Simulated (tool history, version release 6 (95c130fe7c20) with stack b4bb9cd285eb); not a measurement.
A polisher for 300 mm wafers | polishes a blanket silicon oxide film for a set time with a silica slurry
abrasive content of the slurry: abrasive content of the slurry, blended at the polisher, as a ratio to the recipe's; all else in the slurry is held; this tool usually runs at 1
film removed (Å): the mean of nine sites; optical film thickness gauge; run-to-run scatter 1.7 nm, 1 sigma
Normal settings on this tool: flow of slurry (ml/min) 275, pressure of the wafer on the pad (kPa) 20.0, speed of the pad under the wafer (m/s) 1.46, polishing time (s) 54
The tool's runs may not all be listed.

run,hour,flow of slurry (ml/min),pressure of the wafer on the pad (kPa),speed of the pad under the wafer (m/s),abrasive content of the slurry,polishing time (s),wafers since the last listed run,wafers polished on this pad,hours since the slurry nozzle was cleaned,hours since the head pressure was calibrated,hours since the slurry blender was calibrated,hours since the conditioning disc was replaced,"incoming thickness of the incoming film, nm",film removed (Å)
1,0.0,275,20.0,1.46,1,54,0,1495,510.9,160.1,46.6,52.6,1844.6,1756
# hour 10.6: worn pad replaced by a new one
2,78.9,275,20.0,1.46,1,54,583,532,589.8,239.0,125.5,131.5,1851.5,1782
3,155.3,275,20.0,1.80,1,54,595,1127,666.2,315.4,201.9,207.9,1833.5,2133
# hour 190.4: slurry blender recalibrated
# hour 206.8: head pressure recalibrated
# hour 236.2: worn pad replaced by a new one
4,252.3,275,20.0,1.80,1,54,693,125,763.2,45.5,61.9,304.9,1832.3,2012
# hour 274.9: conditioning disc replaced and pad reconditioned
5,327.6,275,20.0,1.46,1,54,571,696,838.5,120.8,137.2,52.7,1851.3,1742
# hour 411.5: slurry nozzle cleaned
# hour 434.6: slurry blender recalibrated
6,435.1,275,20.0,1.46,1,54,814,1511,23.6,228.3,0.5,160.2,1849.4,1814
# hour 456.8: worn pad replaced by a new one
# hour 510.0: head pressure recalibrated
7,531.3,275,20.0,1.46,1,54,703,565,119.8,21.3,96.7,256.4,1875.2,1636
8,591.5,275,20.0,1.46,1,54,469,1034,180.0,81.5,156.9,316.6,1860.7,1767

Run 9 is up next; what results do you expect?
# hour 650.9: slurry blender recalibrated
# hour 666.3: conditioning disc replaced and pad reconditioned
# hour 678.3: worn pad replaced by a new one
9,683.8,275,20.0,1.16,1,54,657,43,272.3,173.8,32.9,17.5,1828.8,?

film removed (Å): 1459
With the hidden condition absent and the run-to-run variation left alone, this run would have shown film removed (Å) 1309.
